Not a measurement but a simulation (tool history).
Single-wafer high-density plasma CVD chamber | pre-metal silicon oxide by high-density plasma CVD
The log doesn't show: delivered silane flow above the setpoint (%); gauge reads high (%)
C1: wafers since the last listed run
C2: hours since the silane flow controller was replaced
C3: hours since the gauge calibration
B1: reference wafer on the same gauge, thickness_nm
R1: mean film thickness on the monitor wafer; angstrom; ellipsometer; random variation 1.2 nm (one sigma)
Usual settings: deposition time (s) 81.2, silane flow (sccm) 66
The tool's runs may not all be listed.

{"run": 1, "hour": 0.0, "deposition time (s)": 81.2, "silane flow (sccm)": 66, "C1": 0, "C2": 1140.1, "C3": 310.0, "B1": 641.986, "R1": 5699.26}
{"run": 2, "hour": 17.7, "deposition time (s)": 81.2, "silane flow (sccm)": 66, "C1": 229, "C2": 1157.8, "C3": 327.7, "B1": 642.274, "R1": 5675.16}
{"run": 3, "hour": 33.8, "deposition time (s)": 81.2, "silane flow (sccm)": 66, "C1": 208, "C2": 1173.9, "C3": 343.8, "B1": 641.709, "R1": 5692.97}
{"run": 4, "hour": 128.0, "deposition time (s)": 81.2, "silane flow (sccm)": 66, "C1": 1220, "C2": 1268.1, "C3": 438.0, "B1": 641.715, "R1": 5669.51}
{"run": 5, "hour": 141.4, "deposition time (s)": 73.3, "silane flow (sccm)": 66, "C1": 173, "C2": 1281.5, "C3": 451.4, "B1": 642.073, "R1": 5118.44}
{"run": 6, "hour": 169.8, "deposition time (s)": 81.2, "silane flow (sccm)": 66, "C1": 367, "C2": 1309.9, "C3": 479.8, "B1": 642.08, "R1": 5686.78}
{"run": 7, "hour": 188.1, "deposition time (s)": 81.2, "silane flow (sccm)": 66, "C1": 237, "C2": 1328.2, "C3": 498.1, "B1": 642.168, "R1": 5667.36}
{"run": 8, "hour": 212.6, "deposition time (s)": 74.7, "silane flow (sccm)": 76, "C1": 317, "C2": 1352.7, "C3": 522.6, "B1": 642.171, "R1": 5875.57}
{"run": 9, "hour": 233.6, "deposition time (s)": 74.7, "silane flow (sccm)": 76, "C1": 272, "C2": 1373.7, "C3": 543.6, "B1": 642.02, "R1": 5890.75}
{"run": 10, "hour": 247.9, "deposition time (s)": 81.2, "silane flow (sccm)": 66, "C1": 185, "C2": 1388.0, "C3": 557.9, "B1": 642.106, "R1": 5679.71}
{"run": 11, "hour": 322.4, "deposition time (s)": 81.2, "silane flow (sccm)": 66, "C1": 965, "C2": 1462.5, "C3": 632.4, "B1": 642.04, "R1": 5669.92}
{"run": 12, "hour": 355.8, "deposition time (s)": 81.2, "silane flow (sccm)": 66, "C1": 432, "C2": 1495.9, "C3": 665.8, "B1": 642.169, "R1": 5653.67}
{"run": 13, "hour": 383.9, "deposition time (s)": 81.2, "silane flow (sccm)": 66, "C1": 364, "C2": 1524.0, "C3": 693.9, "B1": 642.069, "R1": 5664.31}
{"run": 14, "hour": 405.2, "deposition time (s)": 81.2, "silane flow (sccm)": 66, "C1": 275, "C2": 1545.3, "C3": 715.2, "B1": 641.961, "R1": 5649.45}
{"run": 15, "hour": 419.2, "deposition time (s)": 81.2, "silane flow (sccm)": 66, "C1": 181, "C2": 1559.3, "C3": 729.2, "B1": 641.841, "R1": 5644.64}
{"hour": 427.3, "done": "gauge calibrated"}
{"run": 16, "hour": 436.3, "deposition time (s)": 76.3, "silane flow (sccm)": 54, "C1": 221, "C2": 1576.4, "C3": 9.0, "B1": 642.251, "R1": 4489.57}
{"run": 17, "hour": 468.8, "deposition time (s)": 74.7, "silane flow (sccm)": 76, "C1": 421, "C2": 1608.9, "C3": 41.5, "B1": 641.726, "R1": 5852.05}
{"run": 18, "hour": 497.8, "deposition time (s)": 91.1, "silane flow (sccm)": 72, "C1": 375, "C2": 1637.9, "C3": 70.5, "B1": 642.105, "R1": 6802.48}
{"run": 19, "hour": 529.7, "deposition time (s)": 87.0, "silane flow (sccm)": 73, "C1": 413, "C2": 1669.8, "C3": 102.4, "B1": 641.991, "R1": 6580.82}
{"run": 20, "hour": 562.7, "deposition time (s)": 81.2, "silane flow (sccm)": 66, "C1": 427, "C2": 1702.8, "C3": 135.4, "B1": 641.968, "R1": 5618.24}
{"run": 21, "hour": 585.0, "deposition time (s)": 91.9, "silane flow (sccm)": 79, "C1": 288, "C2": 1725.1, "C3": 157.7, "B1": 641.86, "R1": 7425.75}
{"run": 22, "hour": 617.3, "deposition time (s)": 93.7, "silane flow (sccm)": 66, "C1": 418, "C2": 1757.4, "C3": 190.0, "B1": 641.959, "R1": 6478.78}
{"hour": 669.5, "done": "silane flow controller replaced"}
{"run": 23, "hour": 705.4, "deposition time (s)": 70.5, "silane flow (sccm)": 66, "C1": 1037, "C2": 35.9, "C3": 278.1, "B1": 642.058, "R1": 4985.66}
{"run": 24, "hour": 729.4, "deposition time (s)": 89.5, "silane flow (sccm)": 73, "C1": 310, "C2": 59.9, "C3": 302.1, "B1": 642.059, "R1": 6881.28}
{"run": 25, "hour": 837.4, "deposition time (s)": 81.2, "silane flow (sccm)": 66, "C1": 1399, "C2": 167.9, "C3": 410.1, "B1": 642.116, "R1": 5724.91}
{"run": 26, "hour": 870.3, "deposition time (s)": 81.2, "silane flow (sccm)": 66, "C1": 426, "C2": 200.8, "C3": 443.0, "B1": 641.938, "R1": 5745.51}
{"run": 27, "hour": 892.6, "deposition time (s)": 81.2, "silane flow (sccm)": 66, "C1": 288, "C2": 223.1, "C3": 465.3, "B1": 641.836, "R1": 5750.24}
{"run": 28, "hour": 916.7, "deposition time (s)": 90.3, "silane flow (sccm)": 77, "C1": 312, "C2": 247.2, "C3": 489.4, "B1": 641.95, "R1": 7284.78}
{"run": 29, "hour": 940.8, "deposition time (s)": 81.2, "silane flow (sccm)": 66, "C1": 312, "C2": 271.3, "C3": 513.5, "B1": 641.979, "R1": 5736.58}
{"run": 30, "hour": 969.3, "deposition time (s)": 88.5, "silane flow (sccm)": 56, "C1": 369, "C2": 299.8, "C3": 542.0, "B1": 642.009, "R1": 5467.03}

The next listed run, before its measurement:
{"run": 31, "hour": 997.9, "deposition time (s)": 81.2, "silane flow (sccm)": 76, "C1": 370, "C2": 328.4, "C3": 570.6, "B1": "?", "R1": "?"}

Run 31 gave B1 641.931, R1 6471.08 angstrom.
Without the tool's hidden state the same run would have given R1 6482.16 angstrom.

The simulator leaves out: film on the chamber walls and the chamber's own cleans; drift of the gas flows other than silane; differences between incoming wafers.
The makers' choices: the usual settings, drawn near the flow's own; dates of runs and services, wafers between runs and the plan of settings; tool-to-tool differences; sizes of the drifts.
